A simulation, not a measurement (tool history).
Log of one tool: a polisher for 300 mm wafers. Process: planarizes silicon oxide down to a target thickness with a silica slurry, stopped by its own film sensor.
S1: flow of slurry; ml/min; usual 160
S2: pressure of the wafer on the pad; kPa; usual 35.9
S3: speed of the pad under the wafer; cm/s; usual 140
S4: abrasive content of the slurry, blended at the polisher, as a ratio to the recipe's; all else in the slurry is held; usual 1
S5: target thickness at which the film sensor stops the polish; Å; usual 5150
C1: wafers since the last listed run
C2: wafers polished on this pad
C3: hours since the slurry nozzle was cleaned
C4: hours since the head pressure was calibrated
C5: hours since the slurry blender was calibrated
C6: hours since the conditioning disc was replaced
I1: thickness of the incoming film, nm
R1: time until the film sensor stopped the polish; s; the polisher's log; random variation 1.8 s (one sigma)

run	hour	S1	S2	S3	S4	S5	C1	C2	C3	C4	C5	C6	I1	R1
1	0	160	35.9	140	1	5150	0	1558	105.5	383.1	328	338.4	1069.6	134.7
2	30.4	160	44.1	140	1	4340	208	1767	135.9	413.5	358.4	368.8	1090.5	133.1
3	56.4	160	44.1	140	1	4340	178	1945	161.9	439.5	384.4	394.8	1082.2	133.2
# hour 60.8: slurry blender recalibrated
# hour 74.2: conditioning disc replaced and pad reconditioned
# hour 97: head pressure recalibrated
4	122.3	160	44.1	140	1	4340	411	2357	227.8	25.3	61.5	48.1	1082.8	111
5	166.5	160	35.9	140	1	5150	303	2661	272	69.5	105.7	92.3	1056	112.4
# hour 172.2: worn pad replaced by a new one
6	220.5	160	35.9	140	1	5150	343	331	326	123.5	159.7	146.3	1097	124.5
7	281	160	35.9	140	1	5150	415	747	386.5	184	220.2	206.8	1066	122.1
# hour 326.2: slurry nozzle cleaned
8	393.6	205	35.9	116	1	5150	767	1514	67.4	296.6	332.8	319.4	1094.9	149.3
# hour 417.6: conditioning disc replaced and pad reconditioned
9	437.8	135	42.7	140	1	5150	290	1804	111.6	340.8	377	20.2	1077.8	104.2
# hour 440.3: slurry blender recalibrated
10	485.3	180	35.9	140	0.75	5690	312	2117	159.1	388.3	45	67.7	1066.6	113.9
11	554.9	125	35.9	140	0.9	5150	478	2596	228.7	457.9	114.6	137.3	1095.2	134.9
12	584.1	160	44.1	140	1	4340	200	2796	257.9	487.1	143.8	166.5	1087.4	119.7
# hour 594.7: worn pad replaced by a new one
# hour 632: head pressure recalibrated
13	646.8	160	35.9	140	1	5150	389	344	320.6	14.8	206.5	229.2	1075.1	124.6
# hour 664.5: slurry nozzle cleaned
14	713.1	160	35.9	184	1	5150	448	793	48.6	81.1	272.8	295.5	1088	116.3
15	739.9	160	35.9	116	1	4080	184	977	75.4	107.9	299.6	322.3	1083.2	182.6
# hour 764.4: slurry blender recalibrated
16	785.2	160	35.9	140	1	5150	297	1275	120.7	153.2	20.8	367.6	1070.7	136.8
# hour 807.8: conditioning disc replaced and pad reconditioned
17	852.4	195	35.9	174	1	5150	448	1723	187.9	220.4	88	44.6	1082.9	98.5
18	889.1	160	44.1	140	1	4340	252	1975	224.6	257.1	124.7	81.3	1099.9	114.4
19	920.1	160	35.9	140	0.9	5150	213	2188	255.6	288.1	155.7	112.3	1091	128.7
# hour 1014.8: worn pad replaced by a new one
# hour 1060: slurry nozzle cleaned
20	1071.4	160	35.9	140	1	5150	1005	382	11.4	439.4	307	263.6	1095.8	130.5
# hour 1118.1: slurry blender recalibrated
21	1129	160	31.7	124	1.2	5150	382	764	69	497	10.9	321.2	1082.4	154
# hour 1173.8: conditioning disc replaced and pad reconditioned
22	1200.7	160	35.9	122	0.75	5150	479	1243	140.7	568.7	82.6	26.9	1078.9	144.5
23	1232.5	160	43.4	140	1.1	5690	218	1462	172.5	600.5	114.4	58.7	1097.2	87.9
# hour 1240.5: head pressure recalibrated
24	1262.3	110	29	140	1	3450	191	1653	202.3	21.8	144.2	88.5	1081.8	205.1
25	1310.1	160	35.9	114	1	6630	328	1981	250.1	69.6	192	136.3	1066.4	100.3
# hour 1354: worn pad replaced by a new one
26	1363	160	35.9	176	0.7	5150	336	61	303	122.5	244.9	189.2	1087.3	118.2

Hidden state at the last listed run before each entry between runs and at the first one after, where it differs:
Between runs 3 and 4: slurry blender recalibrated (hour 60.8); conditioning disc replaced and pad reconditioned (hour 74.2); head pressure recalibrated (hour 97)
  time polished since the conditioner stopped cutting, s: 163 -> 11.4
  measured less the result without the state, R1: +25.4 -> +2 s
Between runs 5 and 6: worn pad replaced by a new one (hour 172.2)
  time polished since the conditioner stopped cutting, s: 17.8 -> 31
  measured less the result without the state, R1: +2.6 -> +4.9 s
Between runs 7 and 8: slurry nozzle cleaned (hour 326.2)
  time polished since the conditioner stopped cutting, s: 52.9 -> 114
  measured less the result without the state, R1: +7.9 -> +16.1 s
Between runs 8 and 9: conditioning disc replaced and pad reconditioned (hour 417.6)
  time polished since the conditioner stopped cutting, s: 114 -> 17.1
  measured less the result without the state, R1: +16.1 -> +2.8 s
Between runs 9 and 10: slurry blender recalibrated (hour 440.3)
  time polished since the conditioner stopped cutting, s: 17.1 -> 21.4
  measured less the result without the state, R1: +2.8 -> +3.2 s
Between runs 12 and 13: worn pad replaced by a new one (hour 594.7); head pressure recalibrated (hour 632)
  time polished since the conditioner stopped cutting, s: 45.2 -> 70.6
  measured less the result without the state, R1: +8.1 -> +10.5 s
Between runs 13 and 14: slurry nozzle cleaned (hour 664.5)
  time polished since the conditioner stopped cutting, s: 70.6 -> 106
  measured less the result without the state, R1: +10.5 -> +17 s
Between runs 15 and 16: slurry blender recalibrated (hour 764.4)
  time polished since the conditioner stopped cutting, s: 123 -> 155
  measured less the result without the state, R1: +21.1 -> +21.8 s
Between runs 16 and 17: conditioning disc replaced and pad reconditioned (hour 807.8)
  time polished since the conditioner stopped cutting, s: 155 -> 6.84
  measured less the result without the state, R1: +21.8 -> +1.1 s
Between runs 19 and 20: worn pad replaced by a new one (hour 1014.8); slurry nozzle cleaned (hour 1060)
  time polished since the conditioner stopped cutting, s: 17.7 -> 76.1
  measured less the result without the state, R1: +3.1 -> +11.7 s
Between runs 20 and 21: slurry blender recalibrated (hour 1118.1)
  time polished since the conditioner stopped cutting, s: 76.1 -> 111
  measured less the result without the state, R1: +11.7 -> +15.6 s
Between runs 21 and 22: conditioning disc replaced and pad reconditioned (hour 1173.8)
  time polished since the conditioner stopped cutting, s: 111 -> 3.21
  measured less the result without the state, R1: +15.6 -> +0.6 s
Between runs 23 and 24: head pressure recalibrated (hour 1240.5)
  time polished since the conditioner stopped cutting, s: 6 -> 10.5
  measured less the result without the state, R1: +0.9 -> +2.4 s
Between runs 25 and 26: worn pad replaced by a new one (hour 1354)
  time polished since the conditioner stopped cutting, s: 21.5 -> 39.2
  measured less the result without the state, R1: +2.3 -> +7.1 s
